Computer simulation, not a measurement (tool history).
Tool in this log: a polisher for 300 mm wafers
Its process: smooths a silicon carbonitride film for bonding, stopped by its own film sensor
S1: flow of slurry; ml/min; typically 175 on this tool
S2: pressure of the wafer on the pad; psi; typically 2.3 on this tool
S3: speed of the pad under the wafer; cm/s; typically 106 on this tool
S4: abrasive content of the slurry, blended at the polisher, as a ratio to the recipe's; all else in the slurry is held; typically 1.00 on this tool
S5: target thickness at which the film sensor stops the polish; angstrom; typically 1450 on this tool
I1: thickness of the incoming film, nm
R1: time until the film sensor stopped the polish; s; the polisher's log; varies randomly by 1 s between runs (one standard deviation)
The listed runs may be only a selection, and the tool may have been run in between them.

| run | hour | S1 | S2 | S3 | S4 | S5 | I1 | R1 |
|---|---|---|---|---|---|---|---|---|
| 1 | 0.0 | 175 | 2.3 | 106 | 1.00 | 1450 | 170.2 | 81.9 |
| 2 | 8.2 | 175 | 2.3 | 106 | 0.90 | 1420 | 172.0 | 100.0 |
| 3 | 23.3 | 175 | 2.3 | 106 | 0.90 | 1420 | 168.8 | 90.4 |
|  | 34.1 | worn pad replaced by a new one |
| 4 | 39.1 | 175 | 2.3 | 106 | 0.90 | 1420 | 168.3 | 89.6 |
| 5 | 45.6 | 175 | 2.3 | 106 | 1.25 | 1450 | 169.3 | 72.8 |
| 6 | 55.3 | 175 | 2.3 | 106 | 1.25 | 1450 | 168.9 | 71.7 |
| 7 | 74.0 | 175 | 2.3 | 106 | 1.10 | 1450 | 171.0 | 83.7 |
| 8 | 80.4 | 175 | 2.3 | 106 | 1.10 | 1450 | 171.3 | 83.9 |
| 9 | 91.9 | 175 | 2.3 | 106 | 1.10 | 1450 | 169.1 | 79.3 |
|  | 97.5 | slurry blender recalibrated |
| 10 | 99.0 | 175 | 2.3 | 106 | 1.00 | 1450 | 169.5 | 76.0 |
|  | 114.3 | head pressure recalibrated |
| 11 | 114.8 | 175 | 2.3 | 106 | 1.00 | 1450 | 168.8 | 74.8 |
|  | 122.1 | worn pad replaced by a new one |
| 12 | 130.8 | 175 | 2.3 | 106 | 1.00 | 1450 | 170.3 | 80.1 |
| 13 | 140.4 | 175 | 1.7 | 138 | 1.00 | 1480 | 167.1 | 63.2 |
| 14 | 155.9 | 175 | 3.0 | 106 | 1.20 | 1450 | 173.6 | 67.8 |
| 15 | 167.1 | 175 | 2.3 | 106 | 1.00 | 1450 | 167.2 | 71.1 |
|  | 179.4 | slurry nozzle cleaned |
| 16 | 183.6 | 175 | 2.3 | 106 | 1.00 | 1450 | 173.9 | 93.6 |
| 17 | 189.6 | 175 | 2.3 | 106 | 1.00 | 1450 | 170.4 | 82.4 |
| 18 | 196.6 | 175 | 2.3 | 106 | 1.00 | 1450 | 169.2 | 79.9 |
|  | 210.6 | worn pad replaced by a new one |
| 19 | 211.7 | 225 | 2.3 | 106 | 1.10 | 1450 | 170.0 | 77.5 |
| 20 | 218.1 | 205 | 3.0 | 106 | 1.00 | 1450 | 170.8 | 65.9 |
| 21 | 233.0 | 175 | 2.3 | 132 | 1.00 | 1450 | 169.4 | 67.6 |
| 22 | 244.5 | 195 | 2.3 | 96 | 1.00 | 1400 | 170.4 | 111.3 |
|  | 249.1 | slurry blender recalibrated |
| 23 | 261.5 | 175 | 2.3 | 82 | 1.30 | 1450 | 170.0 | 89.1 |
| 24 | 276.2 | 175 | 2.3 | 106 | 1.00 | 1450 | 169.2 | 76.4 |
| 25 | 287.6 | 135 | 2.3 | 106 | 1.20 | 1450 | 170.4 | 81.0 |

Consider 5 possible next runs. They are alternatives, not a sequence: every one starts from the tool as it was left by run 25. What does each give?
| A | 288.0 | 175 | 2.3 | 106 | 1.00 | 1450 | 169.3 | ? |
| B | 288.0 | 175 | 2.3 | 140 | 1.00 | 1450 | 169.3 | ? |
| C | 288.0 | 115 | 2.3 | 106 | 0.70 | 1450 | 169.3 | ? |
| D | 288.0 | 175 | 2.9 | 106 | 1.10 | 1510 | 169.3 | ? |
| E | 288.0 | 155 | 2.3 | 106 | 1.00 | 1540 | 169.3 | ? |

| run | R1 |
|---|---|
| A | 77.4 |
| B | 62.0 |
| C | 92.6 |
| D | 45.8 |
| E | 49.4 |
With the hidden condition removed and each run's random variation left untouched, the same runs would have given:
| run | R1 |
|---|---|
| A | 75.4 |
| B | 60.3 |
| C | 89.9 |
| D | 44.7 |
| E | 48.1 |

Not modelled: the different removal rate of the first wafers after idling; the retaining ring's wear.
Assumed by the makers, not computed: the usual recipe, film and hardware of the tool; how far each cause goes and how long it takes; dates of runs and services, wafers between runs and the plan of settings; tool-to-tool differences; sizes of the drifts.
